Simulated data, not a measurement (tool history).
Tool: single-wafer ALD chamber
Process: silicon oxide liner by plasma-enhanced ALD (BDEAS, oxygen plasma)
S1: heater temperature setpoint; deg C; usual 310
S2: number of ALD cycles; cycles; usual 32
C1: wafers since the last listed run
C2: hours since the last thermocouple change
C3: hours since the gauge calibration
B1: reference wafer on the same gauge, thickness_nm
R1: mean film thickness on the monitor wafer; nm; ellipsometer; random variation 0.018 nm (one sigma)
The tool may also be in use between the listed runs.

run 1 hour=0.0 | S1=315 S2=28 | C1=0 C2=1005.9 C3=407.1 | B1=2.667 | R1=2.638
run 2 hour=197.2 | S1=315 S2=28 | C1=1374 C2=1203.1 C3=604.3 | B1=2.645 | R1=2.583
run 3 hour=234.5 | S1=315 S2=28 | C1=259 C2=1240.4 C3=641.6 | B1=2.639 | R1=2.608
run 4 hour=272.2 | S1=318 S2=32 | C1=262 C2=1278.1 C3=679.3 | B1=2.640 | R1=2.974
run 5 hour=322.1 | S1=318 S2=32 | C1=347 C2=1328.0 C3=729.2 | B1=2.634 | R1=2.952
run 6 hour=372.2 | S1=310 S2=28 | C1=349 C2=1378.1 C3=779.3 | B1=2.620 | R1=2.617
run 7 hour=403.9 | S1=310 S2=28 | C1=220 C2=1409.8 C3=811.0 | B1=2.622 | R1=2.591
run 8 hour=475.3 | S1=310 S2=32 | C1=497 C2=1481.2 C3=882.4 | B1=2.613 | R1=2.976
run 9 hour=537.6 | S1=303 S2=36 | C1=434 C2=1543.5 C3=944.7 | B1=2.605 | R1=3.357
run 10 hour=578.2 | S1=303 S2=36 | C1=282 C2=1584.1 C3=985.3 | B1=2.605 | R1=3.344
run 11 hour=637.2 | S1=295 S2=29 | C1=411 C2=1643.1 C3=1044.3 | B1=2.593 | R1=2.772
run 12 hour=675.3 | S1=303 S2=32 | C1=265 C2=1681.2 C3=1082.4 | B1=2.595 | R1=2.948
-- hour=700.3 gauge calibrated
run 13 hour=737.5 | S1=304 S2=35 | C1=433 C2=1743.4 C3=37.2 | B1=2.687 | R1=3.336

Run 14 comes next. What will it give?
run 14 hour=784.0 | S1=306 S2=35 | C1=324 C2=1789.9 C3=83.7 | B1=? | R1=?

{"run 14": {"B1": 2.684, "R1": 3.363}}
Without the tool's hidden state the same run would have given R1 3.383 nm.
